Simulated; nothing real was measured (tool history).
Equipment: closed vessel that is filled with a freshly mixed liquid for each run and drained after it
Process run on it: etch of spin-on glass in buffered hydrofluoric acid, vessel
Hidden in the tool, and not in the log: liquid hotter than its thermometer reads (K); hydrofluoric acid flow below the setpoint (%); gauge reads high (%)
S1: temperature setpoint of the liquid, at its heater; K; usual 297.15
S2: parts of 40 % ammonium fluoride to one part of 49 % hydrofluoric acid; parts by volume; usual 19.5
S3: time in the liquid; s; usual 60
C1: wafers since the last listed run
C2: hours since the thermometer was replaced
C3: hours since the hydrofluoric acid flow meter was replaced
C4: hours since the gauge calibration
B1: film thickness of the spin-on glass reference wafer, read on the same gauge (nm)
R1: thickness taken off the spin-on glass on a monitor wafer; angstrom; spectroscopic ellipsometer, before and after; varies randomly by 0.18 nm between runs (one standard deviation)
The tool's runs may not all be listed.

| run | day | S1 | S2 | S3 | C1 | C2 | C3 | C4 | B1 | R1 |
|---|---|---|---|---|---|---|---|---|---|---|
| 1 | 0.000 | 297.15 | 19.5 | 50 | 0 | 1120.8 | 663.5 | 233.2 | 89.19 | 530.4 |
| 2 | 0.679 | 297.15 | 19.5 | 50 | 2178 | 1137.1 | 679.8 | 249.5 | 89.12 | 528.4 |
| 3 | 1.446 | 297.15 | 19.5 | 75 | 2458 | 1155.5 | 698.2 | 267.9 | 89.06 | 794.5 |
|  | 1.567 | gauge calibrated |
| 4 | 2.092 | 297.15 | 19.5 | 75 | 2071 | 1171.0 | 713.7 | 12.6 | 89.93 | 798.9 |
| 5 | 3.779 | 297.15 | 19.5 | 45 | 5412 | 1211.5 | 754.2 | 53.1 | 89.78 | 479.3 |
| 6 | 5.000 | 300.15 | 19.5 | 85 | 3915 | 1240.8 | 783.5 | 82.4 | 89.66 | 1059.7 |
|  | 6.938 | thermometer replaced |
| 7 | 8.425 | 300.15 | 19.5 | 85 | 10850 | 35.7 | 865.7 | 164.6 | 89.36 | 1059.3 |
| 8 | 9.121 | 297.15 | 27.5 | 60 | 2231 | 52.4 | 882.4 | 181.3 | 89.31 | 497.4 |
| 9 | 10.146 | 294.65 | 26.5 | 80 | 3287 | 77.0 | 907.0 | 205.9 | 89.23 | 589.7 |
|  | 10.312 | gauge calibrated |
|  | 11.592 | hydrofluoric acid flow meter replaced |
| 10 | 12.854 | 297.15 | 19.5 | 60 | 8552 | 142.0 | 30.3 | 61.0 | 89.81 | 641.4 |

Run 11 comes next. What will it give?
| 11 | 13.500 | 293.15 | 27.5 | 30 | 2071 | 157.5 | 45.8 | 76.5 | ? | ? |

{"run 11": {"B1": 89.73, "R1": 200.3}}
Without the tool's hidden state the same run would have given R1 200.8 angstrom.
